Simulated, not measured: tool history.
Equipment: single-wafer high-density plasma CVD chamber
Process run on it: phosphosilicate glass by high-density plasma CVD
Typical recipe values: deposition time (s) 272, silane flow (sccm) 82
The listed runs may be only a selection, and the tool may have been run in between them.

run    hour  deposition time (s)  silane flow (sccm)  wafers since the last listed run  hours since the silane flow controller was replaced  hours since the gauge calibration  read-back reference wafer on the same gauge, thickness_nm  mean film thickness on the monitor wafer (angstrom)
  1       0                  233                  73                                 0                                               2759.8                             1004.5                                                   1870.714                                             16060.58
  2    46.8                  272                  82                               222                                               2806.6                             1051.3                                                    1869.79                                             21224.35
  3    99.6                  272                  82                               250                                               2859.4                             1104.1                                                   1874.594                                             21156.06
  4   137.8                  272                  82                               181                                               2897.6                             1142.3                                                   1872.922                                             21316.53
  5   184.8                  272                  82                               223                                               2944.6                             1189.3                                                    1868.83                                             21201.18
  6   273.7                  272                  82                               421                                               3033.5                             1278.2                                                   1871.148                                             21305.09
  7   318.1                  310                  82                               210                                               3077.9                             1322.6                                                   1869.413                                             24256.46
  8   383.1                  310                  82                               308                                               3142.9                             1387.6                                                   1871.649                                             24311.69
  9   426.9                  310                  82                               207                                               3186.7                             1431.4                                                   1868.627                                             24357.13
 10     470                  272                  82                               204                                               3229.8                             1474.5                                                    1866.54                                             21296.92
 11   519.4                  272                  82                               234                                               3279.2                             1523.9                                                   1870.981                                             21263.72
        533  -- gauge calibrated
 12   583.4                  250                  95                               303                                               3343.2                               50.4                                                   1871.686                                             22759.25
 13   621.6                  272                  82                               181                                               3381.4                               88.6                                                   1871.444                                             21228.34
      677.5  -- silane flow controller replaced
 14     678                  272                  82                               229                                                  0.5                                145                                                   1868.158                                             21984.87
 15   741.9                  272                  82                               303                                                 64.4                              208.9                                                   1868.713                                             22115.98
 16   785.6                  272                  82                               207                                                108.1                              252.6                                                       1871                                              22255.2
 17     843                  272                  82                               272                                                165.5                                310                                                   1868.012                                             21944.24
 18   931.7                  321                  82                               420                                                254.2                              398.7                                                   1868.807                                             25926.11
      973.8  -- silane flow controller replaced, repeated, since the last time left the tool worse
 19  1007.1                  272                  76                               319                                                 33.3                              474.1                                                   1868.062                                             18844.62

Run 20 has not been measured yet. What should we expect?
 20  1071.3                  228                  98                               304                                                 97.5                              538.3                                                          ?                                                    ?

read-back reference wafer on the same gauge, thickness_nm: 1871.091
mean film thickness on the monitor wafer (angstrom): 20501.1
On a tool with no hidden condition, and with the same random variation, this run would have come out at mean film thickness on the monitor wafer (angstrom) 20557.11.

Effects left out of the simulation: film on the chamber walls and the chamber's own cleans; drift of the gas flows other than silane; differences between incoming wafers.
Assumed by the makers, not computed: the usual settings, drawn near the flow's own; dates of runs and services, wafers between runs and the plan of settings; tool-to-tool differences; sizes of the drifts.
